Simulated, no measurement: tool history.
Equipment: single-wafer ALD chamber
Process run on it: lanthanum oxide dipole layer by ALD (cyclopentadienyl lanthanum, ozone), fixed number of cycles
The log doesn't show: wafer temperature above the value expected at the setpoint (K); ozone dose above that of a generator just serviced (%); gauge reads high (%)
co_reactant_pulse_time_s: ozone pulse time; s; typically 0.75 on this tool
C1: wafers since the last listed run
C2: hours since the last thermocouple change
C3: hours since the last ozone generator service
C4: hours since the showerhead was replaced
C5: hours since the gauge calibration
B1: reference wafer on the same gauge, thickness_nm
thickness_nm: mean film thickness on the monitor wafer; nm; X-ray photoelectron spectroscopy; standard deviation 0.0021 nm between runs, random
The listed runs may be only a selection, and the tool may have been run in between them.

{"run": 1, "day": 0.0, "co_reactant_pulse_time_s": 0.75, "C1": 0, "C2": 2106.1, "C3": 755.4, "C4": 5436.5, "C5": 302.8, "B1": 0.43, "thickness_nm": 0.418}
{"run": 2, "day": 1.188, "co_reactant_pulse_time_s": 0.75, "C1": 372, "C2": 2134.6, "C3": 783.9, "C4": 5465.0, "C5": 331.3, "B1": 0.43, "thickness_nm": 0.414}
{"run": 3, "day": 5.154, "co_reactant_pulse_time_s": 0.75, "C1": 1245, "C2": 2229.8, "C3": 879.1, "C4": 5560.2, "C5": 426.5, "B1": 0.43, "thickness_nm": 0.42}
{"run": 4, "day": 5.979, "co_reactant_pulse_time_s": 0.85, "C1": 258, "C2": 2249.6, "C3": 898.9, "C4": 5580.0, "C5": 446.3, "B1": 0.43, "thickness_nm": 0.443}
{"run": 5, "day": 8.442, "co_reactant_pulse_time_s": 0.85, "C1": 772, "C2": 2308.7, "C3": 958.0, "C4": 5639.1, "C5": 505.4, "B1": 0.43, "thickness_nm": 0.443}
{"run": 6, "day": 9.071, "co_reactant_pulse_time_s": 0.75, "C1": 197, "C2": 2323.8, "C3": 973.1, "C4": 5654.2, "C5": 520.5, "B1": 0.43, "thickness_nm": 0.412}
{"run": 7, "day": 10.358, "co_reactant_pulse_time_s": 0.75, "C1": 404, "C2": 2354.7, "C3": 1004.0, "C4": 5685.1, "C5": 551.4, "B1": 0.43, "thickness_nm": 0.414}
{"day": 11.221, "done": "gauge calibrated"}
{"run": 8, "day": 11.525, "co_reactant_pulse_time_s": 0.75, "C1": 366, "C2": 2382.7, "C3": 1032.0, "C4": 5713.1, "C5": 7.3, "B1": 0.43, "thickness_nm": 0.418}
{"run": 9, "day": 12.921, "co_reactant_pulse_time_s": 0.75, "C1": 438, "C2": 2416.2, "C3": 1065.5, "C4": 5746.6, "C5": 40.8, "B1": 0.429, "thickness_nm": 0.41}
{"run": 10, "day": 13.462, "co_reactant_pulse_time_s": 0.75, "C1": 170, "C2": 2429.2, "C3": 1078.5, "C4": 5759.6, "C5": 53.8, "B1": 0.43, "thickness_nm": 0.414}
{"run": 11, "day": 14.317, "co_reactant_pulse_time_s": 0.75, "C1": 268, "C2": 2449.7, "C3": 1099.0, "C4": 5780.1, "C5": 74.3, "B1": 0.431, "thickness_nm": 0.417}
{"day": 15.012, "done": "ozone generator serviced"}
{"day": 15.196, "done": "thermocouple changed; heater temperature recalibrated"}
{"run": 12, "day": 15.217, "co_reactant_pulse_time_s": 0.54, "C1": 120, "C2": 0.5, "C3": 4.9, "C4": 5801.7, "C5": 95.9, "B1": 0.43, "thickness_nm": 0.359}
{"run": 13, "day": 16.408, "co_reactant_pulse_time_s": 0.65, "C1": 374, "C2": 29.1, "C3": 33.5, "C4": 5830.3, "C5": 124.5, "B1": 0.43, "thickness_nm": 0.405}
{"run": 14, "day": 17.079, "co_reactant_pulse_time_s": 0.95, "C1": 210, "C2": 45.2, "C3": 49.6, "C4": 5846.4, "C5": 140.6, "B1": 0.43, "thickness_nm": 0.483}
{"run": 15, "day": 18.296, "co_reactant_pulse_time_s": 1.01, "C1": 381, "C2": 74.4, "C3": 78.8, "C4": 5875.6, "C5": 169.8, "B1": 0.43, "thickness_nm": 0.492}
{"run": 16, "day": 19.408, "co_reactant_pulse_time_s": 0.49, "C1": 349, "C2": 101.1, "C3": 105.5, "C4": 5902.3, "C5": 196.5, "B1": 0.43, "thickness_nm": 0.325}
{"run": 17, "day": 20.325, "co_reactant_pulse_time_s": 0.75, "C1": 287, "C2": 123.1, "C3": 127.5, "C4": 5924.3, "C5": 218.5, "B1": 0.43, "thickness_nm": 0.428}
{"day": 21.233, "done": "showerhead replaced"}
{"run": 18, "day": 21.488, "co_reactant_pulse_time_s": 0.84, "C1": 260, "C2": 151.0, "C3": 155.4, "C4": 6.1, "C5": 246.4, "B1": 0.43, "thickness_nm": 0.454}
{"run": 19, "day": 22.2, "co_reactant_pulse_time_s": 0.93, "C1": 223, "C2": 168.1, "C3": 172.5, "C4": 23.2, "C5": 263.5, "B1": 0.43, "thickness_nm": 0.477}
{"run": 20, "day": 26.017, "co_reactant_pulse_time_s": 0.75, "C1": 1198, "C2": 259.7, "C3": 264.1, "C4": 114.8, "C5": 355.1, "B1": 0.43, "thickness_nm": 0.423}
{"run": 21, "day": 26.946, "co_reactant_pulse_time_s": 0.64, "C1": 291, "C2": 282.0, "C3": 286.4, "C4": 137.1, "C5": 377.4, "B1": 0.43, "thickness_nm": 0.39}
{"run": 22, "day": 28.171, "co_reactant_pulse_time_s": 1.02, "C1": 384, "C2": 311.4, "C3": 315.8, "C4": 166.5, "C5": 406.8, "B1": 0.43, "thickness_nm": 0.485}

Below, some changes in thickness_nm between adjacent runs. For each, the amount present without the hidden state too (settings, incoming material, random variation) and the amount remaining for the hidden state with gauge scatter not shared by both compared results:
Run 11 -> 12: co_reactant_pulse_time_s 0.75 -> 0.54, ozone generator serviced, thermocouple changed; heater temperature recalibrated. thickness_nm -0.058 nm: hidden state +0.023, all else -0.081.
Run 15 -> 16: co_reactant_pulse_time_s 1.01 -> 0.49. thickness_nm -0.167 nm: hidden state -0.003, all else -0.164.
Run 16 -> 17: co_reactant_pulse_time_s 0.49 -> 0.75. thickness_nm +0.103 nm: hidden state +0.000, all else +0.103.
Run 19 -> 20: co_reactant_pulse_time_s 0.93 -> 0.75. thickness_nm -0.054 nm: hidden state -0.006, all else -0.048.
